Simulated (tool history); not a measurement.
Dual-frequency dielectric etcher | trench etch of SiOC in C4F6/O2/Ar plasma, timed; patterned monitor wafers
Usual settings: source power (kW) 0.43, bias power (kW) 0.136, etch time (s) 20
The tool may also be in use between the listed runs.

run     day  source power (kW)  bias power (kW)  etch time (s)  wafers since the last listed run  hours since the last wet clean  hours since the last source power generator calibration  hours since the last bias power generator calibration  hours since the last upper electrode change  hours since the gauge calibration  read-back reference wafer on the same gauge, depth_nm  mean etch depth across the wafer (Å)
  1       0               0.43            0.136             20                                 0                           380.3                                                   1723.2                                                 5095.2                                       2859.4                               39.4                                                  34.29                                 389.4
  2   0.417               0.43            0.136             18                               194                           390.3                                                   1733.2                                                 5105.2                                       2869.4                               49.4                                                  34.23                                 354.4
  3   0.738               0.43            0.136             18                               149                             398                                                   1740.9                                                 5112.9                                       2877.1                               57.1                                                   34.2                                 352.4
  4   1.321               0.43            0.136             20                               272                             412                                                   1754.9                                                 5126.9                                       2891.1                               71.1                                                  34.19                                 391.4
  5   1.854               0.43            0.136             20                               249                           424.8                                                   1767.7                                                 5139.7                                       2903.9                               83.9                                                  34.21                                 390.4
  6   2.125               0.43            0.136             20                               126                           431.3                                                   1774.2                                                 5146.2                                       2910.4                               90.4                                                   34.2                                 392.7
       3.05  -- bias power generator calibrated
       3.15  -- wet clean of the chamber
      3.617  -- gauge calibrated
      3.725  -- upper electrode replaced
      3.762  -- source power generator calibrated
  7   3.783               0.43            0.136             20                               364                            15.2                                                      0.5                                                   17.6                                          1.4                                  4                                                  34.23                                   390
  8   3.796               0.43            0.136             20                                 5                            15.5                                                      0.8                                                   17.9                                          1.7                                4.3                                                  34.18                                 391.5
  9   3.808               0.43            0.136             20                                 5                            15.8                                                      1.1                                                   18.2                                            2                                4.6                                                  34.23                                 392.6
 10     4.1               0.43            0.136             20                               136                            22.8                                                      8.1                                                   25.2                                            9                               11.6                                                  34.22                                 389.4
 11   4.808               0.43            0.136             20                               330                            39.8                                                     25.1                                                   42.2                                           26                               28.6                                                  34.11                                 390.6
 12   5.504               0.34            0.136             20                               324                            56.5                                                     41.8                                                   58.9                                         42.7                               45.3                                                  34.24                                 359.9
 13   6.083               0.47            0.163           21.5                               270                            70.4                                                     55.7                                                   72.8                                         56.6                               59.2                                                  34.19                                 465.6
 14   6.667               0.39            0.136           23.5                               272                            84.4                                                     69.7                                                   86.8                                         70.6                               73.2                                                   34.2                                 443.3
 15   7.325               0.49            0.151           24.5                               307                           100.2                                                     85.5                                                  102.6                                         86.4                                 89                                                   34.2                                   523
 16   7.717               0.32            0.167           24.5                               182                           109.6                                                     94.9                                                    112                                         95.8                               98.4                                                  34.14                                 468.2
 17   8.196               0.48            0.136             20                               223                           121.1                                                    106.4                                                  123.5                                        107.3                              109.9                                                  34.16                                   408
 18   8.629               0.43            0.136             20                               202                           131.5                                                    116.8                                                  133.9                                        117.7                              120.3                                                  34.19                                 389.9
 19    9.35               0.52            0.125           16.5                               336                           148.8                                                    134.1                                                  151.2                                          135                              137.6                                                  34.23                                 332.1
      9.542  -- gauge calibrated
 20  10.083               0.53            0.157             17                               342                           166.4                                                    151.7                                                  168.8                                        152.6                                 13                                                  34.26                                 376.3

Forecast each of these 4 alternatives for the next run:
  A  10.1               0.43            0.136             20                                 7                           166.8                                                    152.1                                                  169.2                                          153                               13.4                                                      ?                                     ?
  B  10.1               0.43            0.136             23                                 7                           166.8                                                    152.1                                                  169.2                                          153                               13.4                                                      ?                                     ?
  C  10.1               0.36            0.136             20                                 7                           166.8                                                    152.1                                                  169.2                                          153                               13.4                                                      ?                                     ?
  D  10.1               0.47            0.164             17                                 7                           166.8                                                    152.1                                                  169.2                                          153                               13.4                                                      ?                                     ?

run  read-back reference wafer on the same gauge, depth_nm  mean etch depth across the wafer (Å)
  A                                                   34.2                                 389.9
  B                                                   34.2                                 448.4
  C                                                   34.2                                 366.9
  D                                                   34.2                                   367
Without the tool's hidden state the same runs would have given:
run  mean etch depth across the wafer (Å)
  A                                 389.9
  B                                 448.4
  C                                 366.9
  D                                   367
